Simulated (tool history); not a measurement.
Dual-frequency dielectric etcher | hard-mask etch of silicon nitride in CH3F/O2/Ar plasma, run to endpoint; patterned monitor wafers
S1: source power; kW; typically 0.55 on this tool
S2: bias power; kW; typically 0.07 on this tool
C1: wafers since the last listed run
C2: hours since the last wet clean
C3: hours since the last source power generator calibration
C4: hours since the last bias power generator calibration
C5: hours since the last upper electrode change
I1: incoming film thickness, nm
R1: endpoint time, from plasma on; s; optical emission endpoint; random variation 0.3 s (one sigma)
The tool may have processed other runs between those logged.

run 1 hour=0 | S1=0.55 S2=0.07 | C1=0 C2=144 C3=3276.6 C4=2770.3 C5=5033.8 | I1=44.99 | R1=57.7
run 2 hour=24.1 | S1=0.55 S2=0.07 | C1=170 C2=168.1 C3=3300.7 C4=2794.4 C5=5057.9 | I1=44.81 | R1=57.6
run 3 hour=42.9 | S1=0.55 S2=0.07 | C1=133 C2=186.9 C3=3319.5 C4=2813.2 C5=5076.7 | I1=44.36 | R1=56.5
run 4 hour=66.6 | S1=0.51 S2=0.07 | C1=168 C2=210.6 C3=3343.2 C4=2836.9 C5=5100.4 | I1=44.66 | R1=59.6
run 5 hour=95.3 | S1=0.55 S2=0.078 | C1=203 C2=239.3 C3=3371.9 C4=2865.6 C5=5129.1 | I1=45.16 | R1=55.1
run 6 hour=127.2 | S1=0.55 S2=0.078 | C1=226 C2=271.2 C3=3403.8 C4=2897.5 C5=5161 | I1=44.82 | R1=54.5
run 7 hour=153.2 | S1=0.55 S2=0.07 | C1=184 C2=297.2 C3=3429.8 C4=2923.5 C5=5187 | I1=44.11 | R1=56.1
-- hour=187.8 upper electrode replaced
run 8 hour=188.3 | S1=0.55 S2=0.07 | C1=78 C2=332.3 C3=3464.9 C4=2958.6 C5=0.5 | I1=44.88 | R1=56.3
-- hour=201.5 bias power generator calibrated
run 9 hour=202 | S1=0.55 S2=0.07 | C1=68 C2=346 C3=3478.6 C4=0.5 C5=14.2 | I1=44.47 | R1=55.8
run 10 hour=220.9 | S1=0.55 S2=0.07 | C1=134 C2=364.9 C3=3497.5 C4=19.4 C5=33.1 | I1=44.97 | R1=56.8
run 11 hour=239 | S1=0.55 S2=0.07 | C1=128 C2=383 C3=3515.6 C4=37.5 C5=51.2 | I1=44.64 | R1=56.4
-- hour=268.3 wet clean of the chamber
run 12 hour=268.8 | S1=0.55 S2=0.07 | C1=41 C2=0.5 C3=3545.4 C4=67.3 C5=81 | I1=45.3 | R1=62
run 13 hour=282.4 | S1=0.55 S2=0.07 | C1=96 C2=14.1 C3=3559 C4=80.9 C5=94.6 | I1=44.24 | R1=60.3
run 14 hour=314.6 | S1=0.5 S2=0.076 | C1=228 C2=46.3 C3=3591.2 C4=113.1 C5=126.8 | I1=44.66 | R1=62.4
-- hour=330.4 source power generator calibrated
run 15 hour=330.9 | S1=0.47 S2=0.063 | C1=87 C2=62.6 C3=0.5 C4=129.4 C5=143.1 | I1=44.35 | R1=69.1
-- hour=356.6 wet clean of the chamber, repeated, since the last time left the tool worse
run 16 hour=357.1 | S1=0.45 S2=0.057 | C1=15 C2=0.5 C3=26.7 C4=155.6 C5=169.3 | I1=44.69 | R1=69.5
run 17 hour=359.6 | S1=0.55 S2=0.07 | C1=17 C2=3 C3=29.2 C4=158.1 C5=171.8 | I1=44.67 | R1=57.4
run 18 hour=377.5 | S1=0.42 S2=0.063 | C1=126 C2=20.9 C3=47.1 C4=176 C5=189.7 | I1=45.07 | R1=71.8
run 19 hour=409.7 | S1=0.47 S2=0.082 | C1=228 C2=53.1 C3=79.3 C4=208.2 C5=221.9 | I1=44.64 | R1=59.7
run 20 hour=430.2 | S1=0.46 S2=0.07 | C1=145 C2=73.6 C3=99.8 C4=228.7 C5=242.4 | I1=44.64 | R1=64
run 21 hour=442.7 | S1=0.62 S2=0.053 | C1=88 C2=86.1 C3=112.3 C4=241.2 C5=254.9 | I1=44.37 | R1=57.5
run 22 hour=458.2 | S1=0.55 S2=0.087 | C1=109 C2=101.6 C3=127.8 C4=256.7 C5=270.4 | I1=44.5 | R1=52.7
run 23 hour=479.3 | S1=0.55 S2=0.07 | C1=149 C2=122.7 C3=148.9 C4=277.8 C5=291.5 | I1=44.53 | R1=56.2
run 24 hour=514.6 | S1=0.66 S2=0.078 | C1=250 C2=158 C3=184.2 C4=313.1 C5=326.8 | I1=44.47 | R1=49.1
run 25 hour=536.7 | S1=0.5 S2=0.057 | C1=156 C2=180.1 C3=206.3 C4=335.2 C5=348.9 | I1=44.53 | R1=64.1

What if the next run were any one of these 4? Each begins from the tool's condition after run 25:
run A hour=537.1 | S1=0.62 S2=0.07 | C1=2 C2=180.5 C3=206.7 C4=335.6 C5=349.3 | I1=45.02 | R1=?
run B hour=537.1 | S1=0.55 S2=0.077 | C1=2 C2=180.5 C3=206.7 C4=335.6 C5=349.3 | I1=45.02 | R1=?
run C hour=537.1 | S1=0.63 S2=0.077 | C1=2 C2=180.5 C3=206.7 C4=335.6 C5=349.3 | I1=45.02 | R1=?
run D hour=537.1 | S1=0.61 S2=0.087 | C1=2 C2=180.5 C3=206.7 C4=335.6 C5=349.3 | I1=45.02 | R1=?

run=A R1=52.9
run=B R1=55
run=C R1=50.7
run=D R1=49.6
Without the tool's unlogged condition, the same runs would have read:
run=A R1=53.8
run=B R1=56
run=C R1=51.7
run=D R1=50.5

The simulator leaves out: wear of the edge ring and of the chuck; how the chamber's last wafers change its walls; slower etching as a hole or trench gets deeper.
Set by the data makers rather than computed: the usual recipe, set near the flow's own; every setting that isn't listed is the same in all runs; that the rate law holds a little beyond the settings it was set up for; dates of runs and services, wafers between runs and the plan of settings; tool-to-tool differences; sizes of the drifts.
